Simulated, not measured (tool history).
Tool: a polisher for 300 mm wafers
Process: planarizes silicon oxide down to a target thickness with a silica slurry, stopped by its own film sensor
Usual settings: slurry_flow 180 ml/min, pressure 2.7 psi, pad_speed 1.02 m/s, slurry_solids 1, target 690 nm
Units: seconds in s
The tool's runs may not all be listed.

run,hour,slurry_flow,pressure,pad_speed,slurry_solids,target,"incoming thickness of the incoming film, nm",seconds
1,0,180,2.7,1.02,1,690,935.7,136.7
# hour 41.2: worn pad replaced by a new one
2,41.7,180,2.7,1.02,1,690,933.3,136.4
3,82.3,210,2.7,1.02,1,690,938.3,138.5
4,145.1,180,2.7,1.02,1,690,946.1,140.9
5,183.7,180,2.7,1.02,1,690,940.2,137.1
# hour 192.6: worn pad replaced by a new one
6,246.6,180,2.7,1.02,1,690,937,133.7
# hour 286.4: conditioning disc replaced and pad reconditioned
# hour 301.9: slurry blender recalibrated
7,305.1,180,2.7,1.02,1,690,932.8,133.7
8,339.9,180,2.3,0.76,1,690,935.1,195.2
# hour 352.9: worn pad replaced by a new one
9,371.7,180,2.7,1.02,0.8,609,931.9,208.4
10,408.8,240,2.7,1.02,1,690,924.3,119.2
# hour 419.3: head pressure recalibrated
11,472.6,180,2.7,1.02,1,690,937.1,123.8
12,511.4,215,2.7,1.02,1,661,943.7,139.8
# hour 519.1: worn pad replaced by a new one
13,538.2,120,3.1,0.78,0.75,690,932.8,180.6
# hour 556.4: slurry nozzle cleaned
# hour 590.1: head pressure recalibrated, repeated, since the last time left the tool worse
14,597.7,180,2.7,1.02,1,690,931.3,136.5
# hour 677: worn pad replaced by a new one
15,762.9,180,2.7,1.02,1,617,912.1,165.3

Some steps in seconds between neighbouring runs. How much of each would the tool show without its hidden state too (settings, what came in, random variation), and how much is left for the hidden state, with any gauge scatter that isn't in both results?
The hidden state here: removal rate lost through wear of the pad, %; slurry flow missing at the pad, %; deviation of the head's pressure from its setpoint, %; abrasive missing from the slurry, %; time polished since the conditioner stopped cutting, s.
Run 9 -> 10: slurry_flow 180 -> 240, slurry_solids 0.8 -> 1, target 609 -> 690. seconds -89.2 s: hidden state +4.1, all else -93.3.
Run 13 -> 14: slurry_flow 120 -> 180, pressure 3.1 -> 2.7, pad_speed 0.78 -> 1.02, slurry_solids 0.75 -> 1, slurry nozzle cleaned, head pressure recalibrated, repeated, since the last time left the tool worse. seconds -44.1 s: hidden state +24, all else -68.1.
